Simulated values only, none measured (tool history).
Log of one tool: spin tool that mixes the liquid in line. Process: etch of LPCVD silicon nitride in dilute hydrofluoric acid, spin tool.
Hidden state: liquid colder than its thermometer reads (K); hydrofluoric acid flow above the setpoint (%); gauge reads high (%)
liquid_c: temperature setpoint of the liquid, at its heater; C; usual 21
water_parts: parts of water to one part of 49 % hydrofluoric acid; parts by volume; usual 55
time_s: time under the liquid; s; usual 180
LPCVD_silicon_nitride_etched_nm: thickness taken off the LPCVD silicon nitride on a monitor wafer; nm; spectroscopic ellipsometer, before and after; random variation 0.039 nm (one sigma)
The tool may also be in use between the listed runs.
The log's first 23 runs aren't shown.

run,hour,liquid_c,water_parts,time_s,wafers since the last listed run,hours since the thermometer was replaced,hours since the hydrofluoric acid flow meter was replaced,hours since the gauge calibration,"read-back film thickness of the LPCVD silicon nitride reference wafer, read on the same gauge (nm)",LPCVD_silicon_nitride_etched_nm
24,2045,18,55,125,939,410.9,448.8,500.1,129.968,0.901
25,2083.5,25,70,180,358,449.4,487.3,538.6,130.017,1.625
26,2159.7,25,70,180,710,525.6,563.5,614.8,129.957,1.669
27,2204.1,21,45,90,413,570,607.9,659.2,129.993,0.94
28,2293.7,23,55,180,834,659.6,697.5,748.8,130.003,1.854
29,2333.9,25.5,40,95,374,699.8,737.7,789,130.023,1.568
30,2432.6,25,80,125,919,798.5,836.4,887.7,129.985,1.027
# hour 2440.2: hydrofluoric acid flow meter replaced
31,2527.3,21,55,180,873,893.2,87.1,982.4,130,1.483
32,2598.7,19.5,40,135,665,964.6,158.5,1053.8,130.017,1.438

Forecast each of these 4 alternatives for the next run:
A,2599.2,21,55,180,4,965.1,159,1054.3,?,?
B,2599.2,21,70,180,4,965.1,159,1054.3,?,?
C,2599.2,21,55,100,4,965.1,159,1054.3,?,?
D,2599.2,24,80,95,4,965.1,159,1054.3,?,?

run,"read-back film thickness of the LPCVD silicon nitride reference wafer, read on the same gauge (nm)",LPCVD_silicon_nitride_etched_nm
A,129.985,1.623
B,129.985,1.282
C,129.985,0.902
D,129.985,0.727
Without the tool's hidden state the same runs would have given:
run,LPCVD_silicon_nitride_etched_nm
A,1.593
B,1.259
C,0.885
D,0.714
